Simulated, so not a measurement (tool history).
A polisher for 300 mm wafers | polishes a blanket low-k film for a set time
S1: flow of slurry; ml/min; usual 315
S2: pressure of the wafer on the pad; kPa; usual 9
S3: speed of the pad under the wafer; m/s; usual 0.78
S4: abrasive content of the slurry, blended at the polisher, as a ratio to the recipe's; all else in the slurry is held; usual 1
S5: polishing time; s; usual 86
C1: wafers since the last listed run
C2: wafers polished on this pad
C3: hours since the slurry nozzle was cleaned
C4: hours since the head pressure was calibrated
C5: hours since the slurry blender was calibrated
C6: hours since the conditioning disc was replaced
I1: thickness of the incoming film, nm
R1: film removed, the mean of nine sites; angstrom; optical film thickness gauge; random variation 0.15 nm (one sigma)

run	hour	S1	S2	S3	S4	S5	C1	C2	C3	C4	C5	C6	I1	R1
1	0	315	9	0.78	1	86	0	1439	149.5	106.9	51.3	14.3	666.8	162
2	24.6	315	9	0.78	1	86	306	1746	174.1	131.5	75.9	38.9	654.6	156
# hour 48.2: worn pad replaced by a new one
3	48.7	315	9	0.78	1	86	250	6	198.2	155.6	100	63	656.6	170
4	74.8	315	9	0.78	1	86	325	332	224.3	181.7	126.1	89.1	664.6	170
5	181.5	315	9	0.78	1	77	1330	1663	331	288.4	232.8	195.8	660.9	143
# hour 209.1: worn pad replaced by a new one
# hour 210: slurry blender recalibrated
6	214.3	315	9	0.78	1	77	347	53	363.8	321.2	4.3	228.6	661.1	150
# hour 217.9: slurry nozzle cleaned
7	232	315	9	0.78	1	86	208	261	14.1	338.9	22	246.3	669.4	168
8	247.5	315	9	0.78	1	86	193	455	29.6	354.4	37.5	261.8	655.5	165
9	278.1	315	8.3	0.78	1	86	381	836	60.2	385	68.1	292.4	656.3	151
10	296.5	315	8.3	0.78	1	86	229	1066	78.6	403.4	86.5	310.8	668.2	150
11	321.9	395	11.7	0.78	1	86	316	1383	104	428.8	111.9	336.2	663.6	214
# hour 339.3: head pressure recalibrated
12	346.3	395	11.7	0.78	1	86	279	1662	128.4	7	136.3	360.6	653.4	204
# hour 373.3: worn pad replaced by a new one
13	373.8	315	9	0.78	1	86	293	6	155.9	34.5	163.8	388.1	663.5	168
14	392.4	365	9	0.78	1	61	231	238	174.5	53.1	182.4	406.7	660.5	122
15	422.8	355	6.9	1	1	62	379	617	204.9	83.5	212.8	437.1	646.9	111
16	471.1	210	7.6	0.78	1	105	602	1219	253.2	131.8	261.1	485.4	651.3	163
# hour 495.7: slurry blender recalibrated
17	503.6	315	9	0.78	1	68	380	1600	285.7	164.3	7.9	517.9	667.5	126
18	527.1	315	9	0.78	1	57	293	1893	309.2	187.8	31.4	541.4	655.1	105
# hour 531.6: conditioning disc replaced and pad reconditioned
# hour 539.4: worn pad replaced by a new one
19	541	315	8.3	0.78	1.15	86	98	19	323.1	201.7	45.3	9.4	669.4	173
# hour 545.3: slurry nozzle cleaned
20	556.6	275	9	0.78	1.1	64	182	201	11.3	217.3	60.9	25	660.6	134
21	576.2	275	9	0.78	1	86	244	446	30.9	236.9	80.5	44.6	656.4	166
22	604.6	315	9	0.78	0.85	70	354	800	59.3	265.3	108.9	73	655.7	119
23	638.8	315	7.6	0.78	1	86	426	1226	93.5	299.5	143.1	107.2	653.3	138
24	655.1	315	8.3	0.78	1	86	203	1430	109.8	315.8	159.4	123.5	661.7	150
# hour 683.7: worn pad replaced by a new one
25	684.2	315	9	0.78	1	86	313	6	138.9	344.9	188.5	152.6	650.6	170
26	718	315	9	0.78	0.9	86	421	428	172.7	378.7	222.3	186.4	652.5	158
27	740.1	315	10.3	0.78	1.25	86	275	703	194.8	400.8	244.4	208.5	655.9	223

Forecast each of these 3 alternatives for the next run:
A	740.5	315	9	0.78	0.7	86	4	708	195.2	401.2	244.8	208.9	667.1	?
B	740.5	425	6.2	0.92	1	86	4	708	195.2	401.2	244.8	208.9	667.1	?
C	740.5	315	11.7	0.9	0.9	100	4	708	195.2	401.2	244.8	208.9	667.1	?

run	R1
A	121
B	131
C	254
Without the tool's hidden state the same runs would have given:
run	R1
A	124
B	133
C	259

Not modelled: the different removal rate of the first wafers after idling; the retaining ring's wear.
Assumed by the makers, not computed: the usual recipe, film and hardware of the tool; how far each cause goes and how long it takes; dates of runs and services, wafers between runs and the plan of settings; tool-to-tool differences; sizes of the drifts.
